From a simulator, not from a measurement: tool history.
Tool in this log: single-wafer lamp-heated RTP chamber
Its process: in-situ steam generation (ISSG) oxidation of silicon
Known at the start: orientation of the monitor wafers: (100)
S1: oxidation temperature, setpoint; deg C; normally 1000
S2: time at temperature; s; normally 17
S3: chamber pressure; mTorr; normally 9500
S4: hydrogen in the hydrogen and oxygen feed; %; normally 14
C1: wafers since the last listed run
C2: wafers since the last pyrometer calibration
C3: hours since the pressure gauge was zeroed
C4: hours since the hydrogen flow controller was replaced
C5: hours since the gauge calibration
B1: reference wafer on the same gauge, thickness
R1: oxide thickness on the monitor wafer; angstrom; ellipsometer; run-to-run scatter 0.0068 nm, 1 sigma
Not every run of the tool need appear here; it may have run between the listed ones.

run 1 hour=0.0 | S1=1015 S2=17 S3=9500 S4=11 | C1=0 C2=2378 C3=1353.1 C4=6441.2 C5=211.7 | B1=4.370 | R1=45.51
run 2 hour=42.5 | S1=1015 S2=17 S3=9500 S4=11 | C1=828 C2=3206 C3=1395.6 C4=6483.7 C5=254.2 | B1=4.371 | R1=45.67
run 3 hour=103.3 | S1=1015 S2=17 S3=9500 S4=11 | C1=1184 C2=4391 C3=1456.4 C4=6544.5 C5=315.0 | B1=4.370 | R1=45.62
run 4 hour=170.8 | S1=1000 S2=22 S3=9500 S4=11 | C1=1315 C2=5706 C3=1523.9 C4=6612.0 C5=382.5 | B1=4.369 | R1=48.77
-- hour=195.5 pyrometer window cleaned and pyrometer calibrated
run 5 hour=213.8 | S1=1000 S2=22 S3=9500 S4=11 | C1=682 C2=356 C3=1566.9 C4=6655.0 C5=425.5 | B1=4.368 | R1=48.48
run 6 hour=267.9 | S1=1000 S2=22 S3=9500 S4=14 | C1=1054 C2=1411 C3=1621.0 C4=6709.1 C5=479.6 | B1=4.370 | R1=51.05
run 7 hour=328.1 | S1=1000 S2=22 S3=9500 S4=14 | C1=1173 C2=2584 C3=1681.2 C4=6769.3 C5=539.8 | B1=4.371 | R1=50.90
run 8 hour=433.7 | S1=1000 S2=22 S3=9500 S4=14 | C1=2057 C2=4641 C3=1786.8 C4=6874.9 C5=645.4 | B1=4.371 | R1=51.12
-- hour=444.0 hydrogen flow controller replaced
run 9 hour=492.0 | S1=1015 S2=17 S3=9500 S4=11 | C1=980 C2=5622 C3=1845.1 C4=48.0 C5=703.7 | B1=4.372 | R1=45.78
-- hour=529.2 pyrometer window cleaned and pyrometer calibrated
run 10 hour=533.2 | S1=1000 S2=17 S3=9500 S4=11 | C1=646 C2=78 C3=1886.3 C4=89.2 C5=744.9 | B1=4.372 | R1=42.84
run 11 hour=768.3 | S1=1005 S2=19 S3=8900 S4=11 | C1=4581 C2=4659 C3=2121.4 C4=324.3 C5=980.0 | B1=4.368 | R1=46.50
-- hour=808.3 gauge calibrated
run 12 hour=866.8 | S1=1000 S2=17 S3=9500 S4=14 | C1=1919 C2=6578 C3=2219.9 C4=422.8 C5=58.5 | B1=4.370 | R1=45.44
-- hour=880.4 pyrometer window cleaned and pyrometer calibrated
run 13 hour=945.5 | S1=991 S2=17 S3=9500 S4=11 | C1=1377 C2=1268 C3=2298.6 C4=501.5 C5=137.2 | B1=4.369 | R1=41.38
-- hour=963.0 pressure gauge zeroed
run 14 hour=1044.5 | S1=1000 S2=13 S3=8000 S4=14 | C1=1773 C2=3042 C3=81.5 C4=600.5 C5=236.2 | B1=4.371 | R1=40.19
run 15 hour=1148.0 | S1=1000 S2=17 S3=8500 S4=11 | C1=2016 C2=5058 C3=185.0 C4=704.0 C5=339.7 | B1=4.369 | R1=43.33
-- hour=1206.3 pyrometer window cleaned and pyrometer calibrated
run 16 hour=1253.6 | S1=1016 S2=17 S3=9500 S4=24 | C1=1901 C2=920 C3=290.6 C4=809.6 C5=445.3 | B1=4.370 | R1=54.16
run 17 hour=1300.0 | S1=991 S2=17 S3=9500 S4=11 | C1=904 C2=1824 C3=337.0 C4=856.0 C5=491.7 | B1=4.371 | R1=41.34

Take each entry between the runs: how does the hidden state at the last listed run before it differ from the hidden state at the first listed run after it?
Run 4 -> run 5: pyrometer window cleaned and pyrometer calibrated (hour 195.5)
  true wafer temperature minus pyrometer reading, K: 1.71 -> 0.134
  what was measured, less what the result would be without the hidden state, R1: +0.35 -> +0.02 angstrom
Run 8 -> run 9: hydrogen flow controller replaced (hour 444.0)
  true wafer temperature minus pyrometer reading, K: 1.17 -> 1.75
  what was measured, less what the result would be without the hidden state, R1: +0.25 -> +0.34 angstrom
Run 9 -> run 10: pyrometer window cleaned and pyrometer calibrated (hour 529.2)
  true wafer temperature minus pyrometer reading, K: 1.75 -> 0.273
  what was measured, less what the result would be without the hidden state, R1: +0.34 -> +0.05 angstrom
Run 11 -> run 12: gauge calibrated (hour 808.3)
  true wafer temperature minus pyrometer reading, K: 1.33 -> 2.37
  what was measured, less what the result would be without the hidden state, R1: +0.25 -> +0.41 angstrom
Run 12 -> run 13: pyrometer window cleaned and pyrometer calibrated (hour 880.4)
  true wafer temperature minus pyrometer reading, K: 2.37 -> 0.0789
  what was measured, less what the result would be without the hidden state, R1: +0.41 -> +0.02 angstrom
Run 13 -> run 14: pressure gauge zeroed (hour 963.0)
  true wafer temperature minus pyrometer reading, K: 0.0789 -> 0.497
  what was measured, less what the result would be without the hidden state, R1: +0.02 -> +0.08 angstrom
Run 15 -> run 16: pyrometer window cleaned and pyrometer calibrated (hour 1206.3)
  true wafer temperature minus pyrometer reading, K: 1.32 -> 0.123
  what was measured, less what the result would be without the hidden state, R1: +0.22 -> +0.03 angstrom
